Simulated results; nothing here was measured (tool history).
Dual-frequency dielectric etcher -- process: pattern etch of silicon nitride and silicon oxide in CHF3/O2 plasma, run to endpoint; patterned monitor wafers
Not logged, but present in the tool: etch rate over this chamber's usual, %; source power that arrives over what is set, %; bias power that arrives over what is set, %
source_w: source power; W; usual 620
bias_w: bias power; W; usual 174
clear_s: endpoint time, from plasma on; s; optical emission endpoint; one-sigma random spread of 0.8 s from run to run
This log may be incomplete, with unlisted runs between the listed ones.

| run | hour | source_w | bias_w | wafers since the last listed run | hours since the last wet clean | hours since the last source power generator calibration | hours since the last bias power generator calibration | hours since the last upper electrode change | incoming incoming film thickness, nm | clear_s |
|---|---|---|---|---|---|---|---|---|---|---|
| 1 | 0.0 | 620 | 194 | 0 | 122.9 | 1806.2 | 400.0 | 1061.9 | 172.3 | 124.3 |
| 2 | 101.2 | 620 | 194 | 484 | 224.1 | 1907.4 | 501.2 | 1163.1 | 171.9 | 125.7 |
| 3 | 177.1 | 620 | 194 | 363 | 300.0 | 1983.3 | 577.1 | 1239.0 | 170.6 | 124.3 |
| 4 | 228.5 | 620 | 174 | 246 | 351.4 | 2034.7 | 628.5 | 1290.4 | 169.1 | 128.0 |
| 5 | 297.0 | 620 | 174 | 328 | 419.9 | 2103.2 | 697.0 | 1358.9 | 171.3 | 130.7 |
| 6 | 378.5 | 620 | 174 | 390 | 501.4 | 2184.7 | 778.5 | 1440.4 | 171.9 | 133.5 |
| 7 | 436.4 | 620 | 174 | 277 | 559.3 | 2242.6 | 836.4 | 1498.3 | 171.1 | 133.9 |
|  | 479.2 | wet clean of the chamber |
| 8 | 514.5 | 620 | 174 | 259 | 35.3 | 2320.7 | 914.5 | 1576.4 | 171.0 | 125.7 |
| 9 | 605.2 | 620 | 160 | 434 | 126.0 | 2411.4 | 1005.2 | 1667.1 | 170.3 | 129.6 |
|  | 721.8 | upper electrode replaced |
|  | 836.0 | source power generator calibrated |
| 10 | 851.6 | 620 | 160 | 1046 | 372.4 | 15.6 | 1251.6 | 129.8 | 171.3 | 132.9 |
| 11 | 911.7 | 500 | 174 | 287 | 432.5 | 75.7 | 1311.7 | 189.9 | 170.8 | 139.0 |
| 12 | 987.9 | 470 | 215 | 365 | 508.7 | 151.9 | 1387.9 | 266.1 | 172.5 | 133.5 |
| 13 | 1032.6 | 620 | 132 | 214 | 553.4 | 196.6 | 1432.6 | 310.8 | 172.7 | 144.7 |
| 14 | 1076.9 | 500 | 174 | 212 | 597.7 | 240.9 | 1476.9 | 355.1 | 169.6 | 139.3 |
|  | 1155.2 | wet clean of the chamber |
| 15 | 1155.7 | 730 | 148 | 262 | 0.5 | 319.7 | 1555.7 | 433.9 | 172.8 | 129.3 |
|  | 1189.6 | bias power generator calibrated |
| 16 | 1211.1 | 620 | 174 | 246 | 55.9 | 375.1 | 21.5 | 489.3 | 170.6 | 129.6 |
| 17 | 1275.7 | 730 | 174 | 309 | 120.5 | 439.7 | 86.1 | 553.9 | 171.7 | 123.9 |
| 18 | 1331.4 | 620 | 174 | 266 | 176.2 | 495.4 | 141.8 | 609.6 | 169.9 | 127.2 |
| 19 | 1437.5 | 620 | 190 | 508 | 282.3 | 601.5 | 247.9 | 715.7 | 173.0 | 129.5 |
| 20 | 1535.8 | 620 | 189 | 471 | 380.6 | 699.8 | 346.2 | 814.0 | 171.0 | 128.1 |
| 21 | 1616.3 | 520 | 157 | 385 | 461.1 | 780.3 | 426.7 | 894.5 | 172.0 | 146.9 |
| 22 | 1711.0 | 470 | 174 | 453 | 555.8 | 875.0 | 521.4 | 989.2 | 169.7 | 142.8 |
|  | 1799.9 | wet clean of the chamber |
| 23 | 1809.2 | 760 | 147 | 355 | 9.3 | 973.2 | 619.6 | 1087.4 | 169.7 | 123.5 |

For each run, the measured value with the value that run would have given without the tool's hidden condition subtracted. The run-to-run variation is shared by both, the gauge scatter possibly not:
| run | clear_s |
|---|---|
| 1 | +1.3 |
| 2 | +2.3 |
| 3 | +3.2 |
| 4 | +3.8 |
| 5 | +4.7 |
| 6 | +5.7 |
| 7 | +6.4 |
| 8 | +0.0 |
| 9 | +0.9 |
| 10 | +3.7 |
| 11 | +4.6 |
| 12 | +5.4 |
| 13 | +6.3 |
| 14 | +6.6 |
| 15 | +1.5 |
| 16 | +2.1 |
| 17 | +2.7 |
| 18 | +3.3 |
| 19 | +4.6 |
| 20 | +5.7 |
| 21 | +7.5 |
| 22 | +8.4 |
| 23 | -0.5 |

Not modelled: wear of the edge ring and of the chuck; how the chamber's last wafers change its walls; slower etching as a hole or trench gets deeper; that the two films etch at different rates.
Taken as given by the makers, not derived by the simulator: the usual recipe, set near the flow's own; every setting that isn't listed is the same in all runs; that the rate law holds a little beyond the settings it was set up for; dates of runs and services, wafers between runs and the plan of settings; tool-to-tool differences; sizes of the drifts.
